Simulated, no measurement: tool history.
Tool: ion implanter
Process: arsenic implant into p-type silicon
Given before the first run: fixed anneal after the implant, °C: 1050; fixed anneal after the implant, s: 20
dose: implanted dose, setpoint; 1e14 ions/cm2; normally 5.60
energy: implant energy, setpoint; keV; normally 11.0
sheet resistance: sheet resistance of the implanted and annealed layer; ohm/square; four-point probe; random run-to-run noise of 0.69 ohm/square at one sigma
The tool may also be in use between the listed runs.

run    hour  dose  energy  read-back reference wafer on the same gauge, sheet resistance  sheet resistance
  1     0.0  5.60    11.0                                                         176.28            197.48
  2    52.8  5.60    11.0                                                         175.92            198.33
  3   153.1  5.60     9.0                                                         176.29            198.55
  4   216.1  5.60    11.0                                                         175.85            197.65
  5   322.9  5.60    11.0                                                         176.00            198.04
  6   367.8  5.60    13.5                                                         176.17            195.11
  7   410.0  5.60    11.0                                                         176.17            197.56
  8   501.0  5.60    11.0                                                         175.81            197.74
  9   560.9  5.60    11.0                                                         176.03            198.57
      579.4  -- Faraday cup replaced and dose calibrated
 10   602.7  4.87    11.0                                                         175.75            219.03
      663.0  -- gauge calibrated
 11   693.2  4.87    11.0                                                         175.85            219.33
 12   755.1  4.87    11.0                                                         176.02            219.94
 13   797.3  5.60    11.0                                                         176.07            197.39
 14   845.1  5.60    11.0                                                         176.09            198.17
 15   906.7  5.60    10.0                                                         176.02            197.99
 16  1095.7  6.91     9.5                                                         175.97            168.79
 17  1147.8  4.87    11.0                                                         175.93            219.59
     1157.1  -- extraction supply calibrated
 18  1215.3  3.99     9.5                                                         176.17            257.94
 19  1286.3  7.05    15.0                                                         175.94            162.46
 20  1356.1  5.60    11.0                                                         176.00            196.59
 21  1419.1  5.60     7.0                                                         175.90            200.85
 22  1503.8  5.13     8.0                                                         175.66            213.74
 23  1557.2  6.91     9.5                                                         176.23            169.86
 24  1642.2  5.13    11.0                                                         175.97            211.49
 25  1699.5  6.66    14.5                                                         176.06            170.44
 26  1744.7  4.94     9.0                                                         176.14            218.15
 27  1781.5  5.15    11.0                                                         176.05            211.09
 28  1819.2  4.58     8.5                                                         176.06            234.81
 29  1879.5  5.60     7.5                                                         176.09            199.75

4 ways to go on from here, each from the tool as it stands after run 29. What would each give?
  A  1879.9  5.60    11.0                                                              ?                 ?
  B  1879.9  4.85     9.0                                                              ?                 ?
  C  1879.9  5.04    13.5                                                              ?                 ?
  D  1879.9  6.66    11.0                                                              ?                 ?

run  read-back reference wafer on the same gauge, sheet resistance  sheet resistance
  A                                                         175.94            197.27
  B                                                         175.94            222.54
  C                                                         175.94            211.50
  D                                                         175.94            172.63
The same runs, with their run-to-run variation unchanged, on a tool lacking any hidden condition would have given:
run  sheet resistance
  A            197.27
  B            222.54
  C            211.50
  D            172.63
